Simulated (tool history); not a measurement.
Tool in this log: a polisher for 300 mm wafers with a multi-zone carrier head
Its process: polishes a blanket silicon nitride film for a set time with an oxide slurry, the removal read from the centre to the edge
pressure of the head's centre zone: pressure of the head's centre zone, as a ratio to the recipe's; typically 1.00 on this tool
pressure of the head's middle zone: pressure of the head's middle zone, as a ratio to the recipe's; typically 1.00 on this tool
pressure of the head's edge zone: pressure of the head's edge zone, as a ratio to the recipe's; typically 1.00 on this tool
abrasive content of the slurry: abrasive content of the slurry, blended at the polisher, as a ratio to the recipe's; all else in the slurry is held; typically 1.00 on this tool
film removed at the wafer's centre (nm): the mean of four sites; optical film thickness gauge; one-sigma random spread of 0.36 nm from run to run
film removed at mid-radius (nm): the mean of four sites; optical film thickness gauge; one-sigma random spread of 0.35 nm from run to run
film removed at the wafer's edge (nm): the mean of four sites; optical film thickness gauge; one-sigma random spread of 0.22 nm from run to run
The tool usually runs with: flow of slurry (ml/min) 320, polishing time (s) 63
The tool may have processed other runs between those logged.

run     day  flow of slurry (ml/min)  pressure of the head's centre zone  pressure of the head's middle zone  pressure of the head's edge zone  abrasive content of the slurry  polishing time (s)  incoming thickness of the incoming film, nm  film removed at the wafer's centre (nm)  film removed at mid-radius (nm)  film removed at the wafer's edge (nm)
  1   0.000                      320                                1.00                                1.00                              1.00                            1.00                  63                                        440.7                                     32.4                             31.8                                   31.4
      0.571  -- worn pad replaced by a new one
      1.946  -- slurry nozzle cleaned
  2   2.567                      320                                1.00                                1.00                              1.00                            1.00                  63                                        436.9                                     36.4                             35.6                                   35.2
  3   5.292                      320                                1.00                                1.00                              1.00                            1.00                  63                                        447.7                                     36.1                             35.2                                   35.0
  4   7.933                      320                                1.00                                1.00                              0.95                            1.00                  55                                        445.3                                     31.1                             30.3                                   29.6
  5  10.250                      320                                1.00                                1.00                              1.00                            1.00                  63                                        439.4                                     35.2                             33.8                                   33.7
  6  11.738                      320                                1.00                                1.10                              1.00                            1.10                  63                                        438.4                                     36.3                             37.1                                   34.9
     13.429  -- edge zone pressure recalibrated
     13.971  -- carrier head's membrane replaced by a new one
  7  14.567                      320                                1.00                                1.00                              1.04                            1.00                  63                                        437.7                                     33.7                             32.1                                   33.0
  8  17.242                      320                                1.00                                1.09                              1.00                            1.00                  63                                        432.2                                     31.5                             31.7                                   30.8
     17.746  -- worn pad replaced by a new one
  9  19.958                      320                                1.05                                0.97                              0.94                            1.00                  63                                        435.8                                     39.6                             34.3                                   34.6
     21.429  -- centre zone pressure recalibrated
 10  21.592                      320                                1.00                                1.00                              1.00                            1.15                  63                                        434.2                                     39.8                             37.8                                   37.6
     26.025  -- slurry nozzle cleaned
 11  27.867                      265                                1.07                                1.00                              0.96                            1.10                  63                                        441.2                                     38.8                             34.6                                   34.2
 12  29.508                      380                                1.00                                1.11                              1.00                            1.00                  79                                        442.4                                     43.8                             44.7                                   42.0
     31.704  -- worn pad replaced by a new one
 13  32.142                      320                                1.00                                1.00                              1.00                            1.20                  63                                        442.1                                     40.7                             39.1                                   39.0
 14  34.462                      320                                1.00                                1.00                              1.00                            1.30                  63                                        433.0                                     42.2                             39.9                                   40.0
     34.992  -- carrier head's membrane replaced by a new one
 15  37.317                      320                                1.00                                0.90                              1.00                            1.00                  63                                        436.8                                     37.0                             34.0                                   35.3
 16  39.417                      320                                1.09                                1.00                              0.93                            1.00                  63                                        443.4                                     39.3                             34.9                                   33.5
 17  41.908                      400                                1.00                                1.07                              1.11                            1.25                  63                                        444.9                                     39.8                             40.2                                   40.6
 18  43.212                      245                                1.09                                1.00                              1.00                            1.30                  77                                        441.9                                     50.3                             44.1                                   45.1
 19  44.950                      245                                1.09                                1.00                              1.00                            1.30                  77                                        435.7                                     50.2                             43.8                                   44.4
     46.146  -- worn pad replaced by a new one
 20  46.767                      320                                1.00                                1.09                              1.00                            1.00                  63                                        442.1                                     37.0                             36.6                                   35.8

Give the tool's hidden conditions for every run:
slurry flow missing at the pad, %: 0 on each run
deviation of the centre zone's pressure from its setpoint, %: 0 on each run
deviation of the edge zone's pressure from its setpoint, %: 0 on each run
H1: removal rate lost through wear of the pad, %
run    H1
  1  13.6
  2  1.87
  3  2.76
  4  4.31
  5  6.22
  6  7.73
  7  11.2
  8  15.2
  9  1.68
 10  2.16
 11  6.42
 12  8.16
 13  1.08
 14  1.44
 15   2.6
 16  3.96
 17  6.12
 18   7.5
 19  9.58
 20  1.13
